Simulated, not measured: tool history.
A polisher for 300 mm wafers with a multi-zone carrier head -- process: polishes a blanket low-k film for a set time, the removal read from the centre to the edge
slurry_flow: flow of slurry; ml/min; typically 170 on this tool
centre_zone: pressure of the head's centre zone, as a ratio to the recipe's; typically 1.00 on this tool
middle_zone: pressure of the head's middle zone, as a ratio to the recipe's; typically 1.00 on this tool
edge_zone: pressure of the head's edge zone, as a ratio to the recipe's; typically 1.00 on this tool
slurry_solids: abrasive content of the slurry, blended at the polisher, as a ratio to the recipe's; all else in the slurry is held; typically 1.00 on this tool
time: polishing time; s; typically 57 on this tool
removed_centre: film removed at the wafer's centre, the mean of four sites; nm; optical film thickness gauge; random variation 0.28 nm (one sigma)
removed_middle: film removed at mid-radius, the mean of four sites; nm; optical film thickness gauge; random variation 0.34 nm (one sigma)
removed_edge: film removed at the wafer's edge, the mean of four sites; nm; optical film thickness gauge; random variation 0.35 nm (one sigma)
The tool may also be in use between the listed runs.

| run | hour | slurry_flow | centre_zone | middle_zone | edge_zone | slurry_solids | time | wafers since the last listed run | wafers polished on this pad | hours since the slurry nozzle was cleaned | hours since the centre zone pressure was calibrated | hours since the edge zone pressure was calibrated | hours since the carrier head's membrane was replaced | incoming thickness of the incoming film, nm | removed_centre | removed_middle | removed_edge |
|---|---|---|---|---|---|---|---|---|---|---|---|---|---|---|---|---|---|
| 1 | 0.0 | 170 | 0.93 | 1.06 | 1.00 | 0.75 | 57 | 0 | 1313 | 209.6 | 521.2 | 127.3 | 465.7 | 621.4 | 20.0 | 20.4 | 20.1 |
|  | 187.1 | centre zone pressure recalibrated |
|  | 189.4 | carrier head's membrane replaced by a new one |
| 2 | 299.4 | 205 | 1.00 | 0.90 | 1.00 | 0.85 | 38 | 2259 | 3572 | 509.0 | 112.3 | 426.7 | 110.0 | 624.3 | 15.6 | 13.8 | 14.9 |
| 3 | 398.1 | 170 | 1.00 | 0.96 | 1.00 | 1.00 | 57 | 755 | 4328 | 607.7 | 211.0 | 525.4 | 208.7 | 617.7 | 26.7 | 24.0 | 25.7 |
| 4 | 459.1 | 185 | 1.00 | 1.00 | 1.00 | 1.00 | 50 | 466 | 4795 | 668.7 | 272.0 | 586.4 | 269.7 | 628.9 | 23.8 | 22.0 | 22.5 |
|  | 499.6 | worn pad replaced by a new one |
|  | 633.9 | slurry nozzle cleaned |
| 5 | 634.4 | 170 | 1.00 | 1.00 | 1.00 | 1.00 | 57 | 1303 | 1024 | 0.5 | 447.3 | 761.7 | 445.0 | 632.7 | 27.5 | 25.1 | 25.2 |
| 6 | 708.9 | 170 | 1.00 | 1.00 | 1.00 | 1.00 | 57 | 570 | 1594 | 75.0 | 521.8 | 836.2 | 519.5 | 617.0 | 27.5 | 24.7 | 25.6 |
|  | 818.9 | edge zone pressure recalibrated |
| 7 | 903.3 | 170 | 1.00 | 1.03 | 1.00 | 1.00 | 57 | 1472 | 3067 | 269.4 | 716.2 | 84.4 | 713.9 | 613.6 | 28.2 | 25.6 | 25.0 |
| 8 | 998.6 | 170 | 0.97 | 0.95 | 0.91 | 1.00 | 39 | 729 | 3796 | 364.7 | 811.5 | 179.7 | 809.2 | 621.8 | 18.5 | 16.2 | 16.9 |
|  | 1037.8 | centre zone pressure recalibrated |
| 9 | 1038.3 | 170 | 1.00 | 1.00 | 1.00 | 1.00 | 57 | 288 | 4085 | 404.4 | 0.5 | 219.4 | 848.9 | 619.4 | 25.4 | 25.8 | 25.2 |
|  | 1047.3 | carrier head's membrane replaced by a new one |
| 10 | 1119.2 | 170 | 1.00 | 1.00 | 1.00 | 1.00 | 57 | 580 | 4665 | 485.3 | 81.4 | 300.3 | 71.9 | 614.9 | 25.8 | 25.2 | 25.3 |
| 11 | 1166.6 | 170 | 1.00 | 1.07 | 1.00 | 1.15 | 41 | 362 | 5028 | 532.7 | 128.8 | 347.7 | 119.3 | 624.5 | 20.4 | 20.7 | 20.0 |
| 12 | 1203.5 | 205 | 0.95 | 1.00 | 0.96 | 1.00 | 57 | 282 | 5311 | 569.6 | 165.7 | 384.6 | 156.2 | 623.2 | 25.9 | 25.8 | 25.4 |

Run 13, settings as shown, results not yet in. Your forecast:
| 13 | 1311.1 | 125 | 1.00 | 1.00 | 1.00 | 1.25 | 57 | 823 | 6134 | 677.2 | 273.3 | 492.2 | 263.8 | 616.3 | ? | ? | ? |

removed_centre: 29.3 nm
removed_middle: 27.8 nm
removed_edge: 27.8 nm
Had the tool carried no hidden state, the very same run would have given removed_centre 27.2 nm, removed_middle 27.8 nm, removed_edge 27.8 nm.

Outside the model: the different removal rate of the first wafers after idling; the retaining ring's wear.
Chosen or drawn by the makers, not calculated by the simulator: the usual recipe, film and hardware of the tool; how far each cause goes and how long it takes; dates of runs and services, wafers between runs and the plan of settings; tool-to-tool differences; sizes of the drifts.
